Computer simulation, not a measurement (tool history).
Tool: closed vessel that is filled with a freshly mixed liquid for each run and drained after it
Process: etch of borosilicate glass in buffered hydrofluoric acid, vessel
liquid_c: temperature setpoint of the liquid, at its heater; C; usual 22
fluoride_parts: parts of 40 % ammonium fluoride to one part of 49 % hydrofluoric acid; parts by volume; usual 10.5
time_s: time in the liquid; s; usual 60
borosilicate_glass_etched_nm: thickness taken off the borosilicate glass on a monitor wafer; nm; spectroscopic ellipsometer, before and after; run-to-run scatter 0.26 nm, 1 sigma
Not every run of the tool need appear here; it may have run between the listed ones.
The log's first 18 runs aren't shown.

run,hour,liquid_c,fluoride_parts,time_s,wafers since the last listed run,hours since the thermometer was replaced,hours since the hydrofluoric acid flow meter was replaced,hours since the gauge calibration,"read-back film thickness of the borosilicate glass reference wafer, read on the same gauge (nm)",borosilicate_glass_etched_nm
19,517.1,27,10.5,90,1885,984.3,1665.9,124.8,100.02,128.37
20,552.6,22,10.5,80,2634,1019.8,1701.4,160.3,100,87.75
# hour 557.1: hydrofluoric acid flow meter replaced
21,574.2,19.5,14,30,1528,1041.4,17.1,181.9,100,20.56
# hour 580.5: thermometer replaced
22,599.8,26.5,12.5,70,1825,19.3,42.7,207.5,100.03,78.88
23,626.9,25,9,60,2011,46.4,69.8,234.6,99.99,83.62
24,643.7,20,10.5,60,1246,63.2,86.6,251.4,100.02,56.73
25,667.5,22,12.5,70,1766,87,110.4,275.2,100.03,61.79
26,700.9,19.5,10.5,60,2478,120.4,143.8,308.6,100.03,54.99
27,731.7,22,12.5,80,2285,151.2,174.6,339.4,100,70.81
28,746.6,22,10.5,90,1105,166.1,189.5,354.3,100.03,94.16
29,780.8,22,10.5,60,2538,200.3,223.7,388.5,100,63.07
30,806.3,19,9,35,1892,225.8,249.2,414,100.01,35.23
31,830.5,17.5,10.5,60,1796,250,273.4,438.2,100.01,49.5
32,855.7,27,7,85,1870,275.2,298.6,463.4,100.01,173.6
33,882,22,10.5,60,1951,301.5,324.9,489.7,100.04,63.42

4 ways to go on from here, each from the tool as it stands after run 33. What would each give?
A,882.7,22,10.5,60,51,302.2,325.6,490.4,?,?
B,882.7,22,13,30,51,302.2,325.6,490.4,?,?
C,882.7,20.5,9,30,51,302.2,325.6,490.4,?,?
D,882.7,18,10.5,60,51,302.2,325.6,490.4,?,?

run,"read-back film thickness of the borosilicate glass reference wafer, read on the same gauge (nm)",borosilicate_glass_etched_nm
A,100,62.98
B,100,25.5
C,100,32.66
D,100,50.59
Had the tool no hidden state, the same runs would have come out as:
run,borosilicate_glass_etched_nm
A,62.05
B,25.12
C,32.12
D,49.84
